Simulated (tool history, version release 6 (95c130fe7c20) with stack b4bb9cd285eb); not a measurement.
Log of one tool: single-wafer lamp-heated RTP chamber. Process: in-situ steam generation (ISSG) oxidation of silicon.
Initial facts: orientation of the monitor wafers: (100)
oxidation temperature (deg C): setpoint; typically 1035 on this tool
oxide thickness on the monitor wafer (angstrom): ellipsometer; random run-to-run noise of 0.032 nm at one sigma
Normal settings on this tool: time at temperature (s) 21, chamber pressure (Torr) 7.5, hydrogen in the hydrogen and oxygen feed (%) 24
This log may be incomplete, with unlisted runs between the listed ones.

run	hour	oxidation temperature (deg C)	time at temperature (s)	chamber pressure (Torr)	hydrogen in the hydrogen and oxygen feed (%)	read-back reference wafer on the same gauge, thickness	oxide thickness on the monitor wafer (angstrom)
1	0.0	1035	21	7.5	22	7.275	71.70
2	43.7	1035	21	7.5	24	7.273	74.15
3	91.3	1035	21	7.5	24	7.279	74.07
4	136.2	1035	21	7.5	24	7.281	74.45
5	206.9	1035	21	7.5	24	7.282	75.08
6	234.4	1035	21	7.5	24	7.279	74.52
7	301.4	1035	21	7.5	24	7.281	75.06
8	346.1	1035	21	7.5	24	7.278	75.34
9	389.3	1035	21	7.5	24	7.275	75.16
10	450.1	1035	21	7.5	24	7.277	75.35
11	488.9	1035	21	7.5	24	7.284	75.20
12	556.4	1017	26	6.9	32	7.281	80.18
13	597.3	1017	26	6.9	32	7.282	80.40
14	634.3	1046	24	6.9	15	7.279	74.28
15	692.4	1043	24	8.6	17	7.283	76.22
16	743.6	1042	21	7.5	17	7.281	70.30
17	811.7	1045	21	7.5	18	7.283	73.15
18	837.5	1018	28	7.5	24	7.280	78.40
19	900.0	1035	21	7.5	24	7.280	75.17
20	966.7	1035	21	7.5	24	7.278	75.11

Not shown: 4 entries that the log had between the listed runs. Between which runs, and how does the tool's hidden state differ before and after?
Run 11 -> run 12: pyrometer window cleaned and pyrometer calibrated (hour 508.3)
  true wafer temperature minus pyrometer reading, K: 9.04 -> 1.72
  difference, measured minus the result without the unlogged condition, oxide thickness on the monitor wafer (angstrom): +3.45 -> +0.66
Run 14 -> run 15: gauge calibrated (hour 685.7); hydrogen flow controller replaced (hour 686.9)
  true wafer temperature minus pyrometer reading, K: 2.75 -> 3.52
  difference, measured minus the result without the unlogged condition, oxide thickness on the monitor wafer (angstrom): +1.12 -> +1.46
Run 15 -> run 16: pressure gauge zeroed (hour 708.0)
  true wafer temperature minus pyrometer reading, K: 3.52 -> 4.2
  difference, measured minus the result without the unlogged condition, oxide thickness on the monitor wafer (angstrom): +1.46 -> +1.56
